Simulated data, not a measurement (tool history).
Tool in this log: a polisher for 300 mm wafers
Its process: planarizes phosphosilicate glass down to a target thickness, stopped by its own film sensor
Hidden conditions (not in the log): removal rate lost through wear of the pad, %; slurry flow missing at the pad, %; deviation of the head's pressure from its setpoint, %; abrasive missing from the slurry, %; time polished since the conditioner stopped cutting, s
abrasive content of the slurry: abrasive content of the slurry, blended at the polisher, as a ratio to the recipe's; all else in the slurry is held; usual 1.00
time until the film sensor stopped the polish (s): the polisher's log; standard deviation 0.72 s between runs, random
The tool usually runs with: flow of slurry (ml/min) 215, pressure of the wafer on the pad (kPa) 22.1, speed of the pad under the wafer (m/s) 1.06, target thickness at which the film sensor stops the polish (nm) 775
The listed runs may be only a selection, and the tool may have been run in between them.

| run | day | flow of slurry (ml/min) | pressure of the wafer on the pad (kPa) | speed of the pad under the wafer (m/s) | abrasive content of the slurry | target thickness at which the film sensor stops the polish (nm) | wafers since the last listed run | wafers polished on this pad | hours since the slurry nozzle was cleaned | hours since the head pressure was calibrated | hours since the slurry blender was calibrated | hours since the conditioning disc was replaced | incoming thickness of the incoming film, nm | time until the film sensor stopped the polish (s) |
|---|---|---|---|---|---|---|---|---|---|---|---|---|---|---|
| 1 | 0.000 | 185 | 26.2 | 1.06 | 1.20 | 683 | 0 | 756 | 376.8 | 430.6 | 307.5 | 132.2 | 1223.7 | 58.5 |
| 2 | 2.158 | 250 | 22.1 | 1.16 | 1.00 | 715 | 628 | 1384 | 428.6 | 482.4 | 359.3 | 184.0 | 1221.3 | 64.2 |
| 3 | 3.617 | 145 | 27.6 | 1.06 | 1.15 | 775 | 424 | 1809 | 463.6 | 517.4 | 394.3 | 219.0 | 1224.3 | 48.2 |
| 4 | 6.242 | 185 | 22.1 | 1.06 | 1.00 | 775 | 764 | 2574 | 526.6 | 580.4 | 457.3 | 282.0 | 1227.8 | 63.4 |
| 5 | 7.262 | 215 | 22.1 | 1.06 | 1.20 | 651 | 297 | 2871 | 551.1 | 604.9 | 481.8 | 306.5 | 1205.9 | 69.0 |
| 6 | 8.596 | 215 | 22.1 | 1.06 | 1.00 | 775 | 388 | 3259 | 583.1 | 636.9 | 513.8 | 338.5 | 1242.1 | 64.4 |
|  | 10.379 | head pressure recalibrated |
|  | 11.054 | slurry blender recalibrated |
| 7 | 11.208 | 290 | 17.2 | 1.06 | 1.00 | 775 | 712 | 3971 | 645.8 | 19.9 | 3.7 | 401.2 | 1234.1 | 73.7 |
| 8 | 13.179 | 215 | 22.1 | 1.06 | 1.00 | 775 | 573 | 4545 | 693.1 | 67.2 | 51.0 | 448.5 | 1226.0 | 59.2 |
|  | 13.633 | conditioning disc replaced and pad reconditioned |
| 9 | 14.329 | 215 | 22.1 | 1.06 | 1.00 | 775 | 310 | 4856 | 720.7 | 94.8 | 78.6 | 16.7 | 1209.5 | 57.0 |
| 10 | 17.217 | 215 | 22.1 | 1.06 | 1.00 | 775 | 840 | 5697 | 790.0 | 164.1 | 147.9 | 86.0 | 1223.9 | 59.2 |
|  | 18.667 | slurry nozzle cleaned |
| 11 | 19.312 | 215 | 22.1 | 1.06 | 1.00 | 775 | 598 | 6295 | 15.5 | 214.4 | 198.2 | 136.3 | 1239.7 | 61.1 |
|  | 21.379 | worn pad replaced by a new one |
| 12 | 26.846 | 215 | 15.9 | 1.06 | 1.20 | 840 | 2145 | 1592 | 196.3 | 395.2 | 379.0 | 317.1 | 1227.2 | 66.3 |
| 13 | 29.217 | 215 | 22.1 | 1.06 | 0.70 | 775 | 690 | 2282 | 253.2 | 452.1 | 435.9 | 374.0 | 1212.0 | 78.2 |
| 14 | 30.371 | 155 | 22.1 | 1.06 | 1.00 | 925 | 336 | 2618 | 280.9 | 479.8 | 463.6 | 401.7 | 1214.5 | 41.4 |
| 15 | 31.504 | 215 | 22.1 | 1.06 | 1.20 | 651 | 330 | 2948 | 308.1 | 507.0 | 490.8 | 428.9 | 1226.7 | 72.1 |
|  | 32.321 | conditioning disc replaced and pad reconditioned |
| 16 | 33.233 | 160 | 22.1 | 1.06 | 1.20 | 685 | 479 | 3428 | 349.6 | 548.5 | 532.3 | 21.9 | 1224.9 | 71.5 |
|  | 34.317 | slurry blender recalibrated |
| 17 | 34.908 | 215 | 22.1 | 1.06 | 1.00 | 775 | 463 | 3891 | 389.8 | 588.7 | 14.2 | 62.1 | 1216.7 | 61.3 |
| 18 | 36.879 | 260 | 29.0 | 1.06 | 1.20 | 860 | 573 | 4465 | 437.1 | 636.0 | 61.5 | 109.4 | 1251.0 | 36.7 |

Forecast run 19:
| 19 | 38.854 | 215 | 22.1 | 1.06 | 1.00 | 775 | 575 | 5040 | 484.5 | 683.4 | 108.9 | 156.8 | 1244.9 | ? |

{"run 19": {"time until the film sensor stopped the polish (s)": 66.1}}
If the tool had no hidden condition, the same run with the same run-to-run variation would have returned time until the film sensor stopped the polish (s) 61.1.

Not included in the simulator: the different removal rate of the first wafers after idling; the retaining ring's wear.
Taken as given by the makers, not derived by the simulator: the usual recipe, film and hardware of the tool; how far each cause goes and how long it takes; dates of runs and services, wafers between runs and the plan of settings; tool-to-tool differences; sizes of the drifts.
